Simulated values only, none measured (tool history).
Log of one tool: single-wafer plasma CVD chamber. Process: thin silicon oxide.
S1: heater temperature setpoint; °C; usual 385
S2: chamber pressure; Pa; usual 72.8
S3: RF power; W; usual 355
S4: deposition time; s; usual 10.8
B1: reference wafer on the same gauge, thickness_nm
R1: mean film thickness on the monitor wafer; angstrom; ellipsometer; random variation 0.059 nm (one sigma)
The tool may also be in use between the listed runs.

run	hour	S1	S2	S3	S4	B1	R1
1	0.0	385	72.8	355	10.8	13.511	132.14
2	20.7	385	72.8	355	10.8	13.487	131.66
3	45.0	385	72.8	400	10.8	13.511	136.89
4	79.5	385	72.8	400	10.8	13.506	136.42
5	103.2	385	72.8	400	10.8	13.503	136.06
# hour 123.7: thermocouple changed; heater temperature recalibrated
6	124.2	400	87.9	405	10.8	13.494	164.73
7	136.0	385	67.3	410	9.8	13.494	116.42
8	156.1	392	77.6	355	12.2	13.513	155.89
9	171.5	385	72.8	310	10.8	13.495	125.00
10	203.3	385	72.8	390	12.4	13.488	154.33
11	235.5	392	88.7	395	10.8	13.511	164.15
12	271.1	385	72.8	355	11.9	13.515	143.03
13	305.2	378	64.1	415	9.5	13.482	107.11
14	372.4	385	72.8	355	10.8	13.499	130.42
15	390.5	385	72.8	355	10.8	13.485	130.29
# hour 400.7: RF generator calibrated
# hour 427.2: capacitance manometer re-zeroed and calibrated
16	427.7	379	79.6	335	9.7	13.533	129.07
17	447.0	385	58.8	325	10.8	13.523	104.29
18	464.2	385	90.0	410	10.8	13.511	173.15
19	479.0	392	84.3	355	9.3	13.503	133.63
20	508.2	385	58.5	325	10.8	13.496	103.72
# hour 516.2: gauge calibrated
21	523.3	385	72.8	355	10.8	13.486	132.99
22	540.5	385	63.2	355	10.8	13.514	116.07
23	611.7	393	64.0	315	9.2	13.476	95.51
24	639.0	385	72.8	355	11.5	13.486	142.19
25	655.4	385	72.8	355	11.5	13.515	141.97
26	671.3	395	63.1	355	10.8	13.482	114.11
27	700.3	385	61.5	300	12.6	13.506	123.21
28	713.1	378	78.8	325	12.1	13.531	156.76
29	788.3	385	72.8	355	10.8	13.507	132.11

What the log doesn't show, run by run:
wafer temperature above the value expected at the setpoint (K): 0 in every run
true pressure above the setpoint (%): 0 in every run
gauge reads high (%): 0 in every run
H1: delivered RF power above the setpoint (%)
run	H1
1	-5.56
2	-5.73
3	-5.93
4	-6.2
5	-6.4
6	-6.57
7	-6.66
8	-6.82
9	-6.95
10	-7.2
11	-7.46
12	-7.75
13	-8.03
14	-8.57
15	-8.71
16	-0.946
17	-1.1
18	-1.24
19	-1.36
20	-1.6
21	-1.72
22	-1.86
23	-2.43
24	-2.65
25	-2.78
26	-2.91
27	-3.15
28	-3.25
29	-3.86
